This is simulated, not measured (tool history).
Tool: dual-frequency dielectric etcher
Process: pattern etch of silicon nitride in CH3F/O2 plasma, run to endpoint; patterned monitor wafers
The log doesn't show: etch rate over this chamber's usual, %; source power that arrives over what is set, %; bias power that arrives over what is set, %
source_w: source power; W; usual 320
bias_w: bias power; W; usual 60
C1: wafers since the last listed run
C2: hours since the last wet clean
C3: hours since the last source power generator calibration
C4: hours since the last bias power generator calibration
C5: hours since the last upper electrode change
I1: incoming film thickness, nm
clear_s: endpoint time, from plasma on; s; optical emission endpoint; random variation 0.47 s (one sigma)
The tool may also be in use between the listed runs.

Run 1, hour 0: usual settings; C1 0; C2 174.8; C3 2078.1; C4 1740.4; C5 4075.4; I1 103.9. Result: clear_s 134.3 s.
Run 2, hour 8: usual settings; C1 59; C2 182.8; C3 2086.1; C4 1748.4; C5 4083.4; I1 103.1. Result: clear_s 132.8 s.
Run 3, hour 20: usual settings; C1 88; C2 194.8; C3 2098.1; C4 1760.4; C5 4095.4; I1 102.7. Result: clear_s 133.2 s.
Run 4, hour 33.3: usual settings; C1 98; C2 208.1; C3 2111.4; C4 1773.7; C5 4108.7; I1 104.3. Result: clear_s 134.4 s.
Run 5, hour 42.9: usual settings; C1 71; C2 217.7; C3 2121; C4 1783.3; C5 4118.3; I1 104.5. Result: clear_s 135 s.
Run 6, hour 53.6: usual settings; C1 79; C2 228.4; C3 2131.7; C4 1794; C5 4129; I1 102.9. Result: clear_s 132.8 s.
Run 7, hour 93.9: usual settings; C1 298; C2 268.7; C3 2172; C4 1834.3; C5 4169.3; I1 103.5. Result: clear_s 133.9 s.
At hour 119.3: bias power generator calibrated.
At hour 128.8: upper electrode replaced.
Run 8, hour 129.3: usual settings; C1 162; C2 304.1; C3 2207.4; C4 10; C5 0.5; I1 103.5. Result: clear_s 133.1 s.
Run 9, hour 129.7: usual settings; C1 2; C2 304.5; C3 2207.8; C4 10.4; C5 0.9; I1 103.5. Result: clear_s 133.5 s.
Run 10, hour 134.8: usual settings; C1 37; C2 309.6; C3 2212.9; C4 15.5; C5 6; I1 103.4. Result: clear_s 133.3 s.
Run 11, hour 142.9: usual settings; C1 60; C2 317.7; C3 2221; C4 23.6; C5 14.1; I1 104.5. Result: clear_s 134.4 s.
Run 12, hour 149.8: usual settings; C1 51; C2 324.6; C3 2227.9; C4 30.5; C5 21; I1 103.6. Result: clear_s 133.8 s.
At hour 184.3: wet clean of the chamber.
Run 13, hour 184.8: usual settings; C1 81; C2 0.5; C3 2262.9; C4 65.5; C5 56; I1 103.9. Result: clear_s 133.5 s.
Run 14, hour 190.8: usual settings but source_w 280 W; C1 44; C2 6.5; C3 2268.9; C4 71.5; C5 62; I1 104.1. Result: clear_s 141.6 s.
Run 15, hour 203.6: usual settings but source_w 350 W; C1 94; C2 19.3; C3 2281.7; C4 84.3; C5 74.8; I1 103.7. Result: clear_s 128.9 s.
Run 16, hour 210.3: usual settings but source_w 350 W; C1 49; C2 26; C3 2288.4; C4 91; C5 81.5; I1 104.7. Result: clear_s 130.4 s.
Run 17, hour 220.9: usual settings but source_w 370 W, bias_w 53 W; C1 78; C2 36.6; C3 2299; C4 101.6; C5 92.1; I1 103.3. Result: clear_s 130.8 s.
Run 18, hour 234.4: usual settings but source_w 340 W, bias_w 72 W; C1 100; C2 50.1; C3 2312.5; C4 115.1; C5 105.6; I1 102.9. Result: clear_s 123.1 s.
At hour 248.7: source power generator calibrated.
Run 19, hour 251: usual settings but source_w 250 W; C1 93; C2 66.7; C3 2.3; C4 131.7; C5 122.2; I1 102.8. Result: clear_s 144.8 s.
Run 20, hour 267.8: usual settings but bias_w 66 W; C1 124; C2 83.5; C3 19.1; C4 148.5; C5 139; I1 103.3. Result: clear_s 129.4 s.
Run 21, hour 275.4: usual settings but source_w 360 W, bias_w 51 W; C1 56; C2 91.1; C3 26.7; C4 156.1; C5 146.6; I1 103.6. Result: clear_s 135 s.
Run 22, hour 284.6: usual settings but source_w 270 W; C1 68; C2 100.3; C3 35.9; C4 165.3; C5 155.8; I1 103.4. Result: clear_s 141.5 s.
Run 23, hour 296.8: usual settings; C1 90; C2 112.5; C3 48.1; C4 177.5; C5 168; I1 104.3. Result: clear_s 134.5 s.
Run 24, hour 312.1: usual settings but source_w 290 W, bias_w 64 W; C1 113; C2 127.8; C3 63.4; C4 192.8; C5 183.3; I1 103.2. Result: clear_s 134.8 s.
Run 25, hour 325.2: usual settings but bias_w 55 W; C1 97; C2 140.9; C3 76.5; C4 205.9; C5 196.4; I1 102.8. Result: clear_s 136.4 s.
Run 26, hour 331.4: usual settings but source_w 260 W, bias_w 67 W; C1 45; C2 147.1; C3 82.7; C4 212.1; C5 202.6; I1 105. Result: clear_s 141.6 s.
Run 27, hour 342.9: usual settings but source_w 290 W, bias_w 64 W; C1 85; C2 158.6; C3 94.2; C4 223.6; C5 214.1; I1 103.4. Result: clear_s 135.2 s.
Run 28, hour 350: usual settings but source_w 280 W, bias_w 65 W; C1 52; C2 165.7; C3 101.3; C4 230.7; C5 221.2; I1 104.3. Result: clear_s 137.7 s.
Run 29, hour 365.9: usual settings but bias_w 68 W; C1 117; C2 181.6; C3 117.2; C4 246.6; C5 237.1; I1 104.5. Result: clear_s 130.2 s.
Run 30, hour 381.3: usual settings but source_w 390 W; C1 114; C2 197; C3 132.6; C4 262; C5 252.5; I1 102.6. Result: clear_s 122.8 s.
Run 31, hour 391.1: usual settings; C1 72; C2 206.8; C3 142.4; C4 271.8; C5 262.3; I1 103.9. Result: clear_s 133.8 s.
Run 32, hour 408.4: usual settings but source_w 240 W, bias_w 50 W; C1 128; C2 224.1; C3 159.7; C4 289.1; C5 279.6; I1 104. Result: clear_s 158.7 s.
Run 33, hour 421.7: usual settings but source_w 360 W, bias_w 75 W; C1 98; C2 237.4; C3 173; C4 302.4; C5 292.9; I1 103.5. Result: clear_s 119.2 s.
Run 34, hour 436: usual settings but source_w 290 W, bias_w 51 W; C1 106; C2 251.7; C3 187.3; C4 316.7; C5 307.2; I1 103.6. Result: clear_s 145.2 s.

Hidden state at the last listed run before each entry between runs and at the first one after, where it differs:
Between runs 7 and 8: bias power generator calibrated (hour 119.3); upper electrode replaced (hour 128.8)
  no hidden state differs between the two runs
Between runs 12 and 13: wet clean of the chamber (hour 184.3)
  no hidden state differs between the two runs
Between runs 18 and 19: source power generator calibrated (hour 248.7)
  no hidden state differs between the two runs

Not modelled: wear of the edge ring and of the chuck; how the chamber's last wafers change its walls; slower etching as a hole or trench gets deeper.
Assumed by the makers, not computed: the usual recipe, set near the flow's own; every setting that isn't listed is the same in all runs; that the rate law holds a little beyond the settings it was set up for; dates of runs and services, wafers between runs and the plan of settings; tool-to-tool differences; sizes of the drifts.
